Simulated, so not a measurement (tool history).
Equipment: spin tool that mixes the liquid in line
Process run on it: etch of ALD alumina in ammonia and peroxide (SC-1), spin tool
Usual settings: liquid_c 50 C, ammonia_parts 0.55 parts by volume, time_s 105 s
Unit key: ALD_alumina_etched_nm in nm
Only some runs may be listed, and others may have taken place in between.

run   hour  liquid_c  ammonia_parts  time_s  read-back film thickness of the ALD alumina reference wafer, read on the same gauge (nm)  ALD_alumina_etched_nm
  1      0        50           0.55     105                                                                                        80                   4.97
  2   16.8        50           0.55     105                                                                                     80.02                   4.88
  3   56.7        50           0.55     105                                                                                     80.05                   4.87
  4   88.2        50           0.55     105                                                                                     79.99                   4.95
  5  117.5        50           0.55      85                                                                                     79.98                    3.9
  6  130.2        45           0.55     105                                                                                        80                   3.69
  7  144.9        50           0.45     105                                                                                     79.98                   4.88
     154.8  -- thermometer replaced
  8  157.2        50           0.45     105                                                                                     79.99                   4.82
  9  169.2        50           0.45     105                                                                                     79.99                   4.79
 10  194.7        50           0.45      65                                                                                     79.95                   2.98
 11  214.3      58.5           0.65      80                                                                                     79.97                   6.07
 12  240.1        50           0.45     105                                                                                     80.02                   4.78

For run 13, what comes out?
 13  271.2        50           0.55     130                                                                                         ?                      ?

For run 13 the tool returned read-back film thickness of the ALD alumina reference wafer, read on the same gauge (nm) 79.96, ALD_alumina_etched_nm 6.04 nm.
On a tool with no hidden condition, and with the same random variation, this run would have come out at ALD_alumina_etched_nm 7.59 nm.
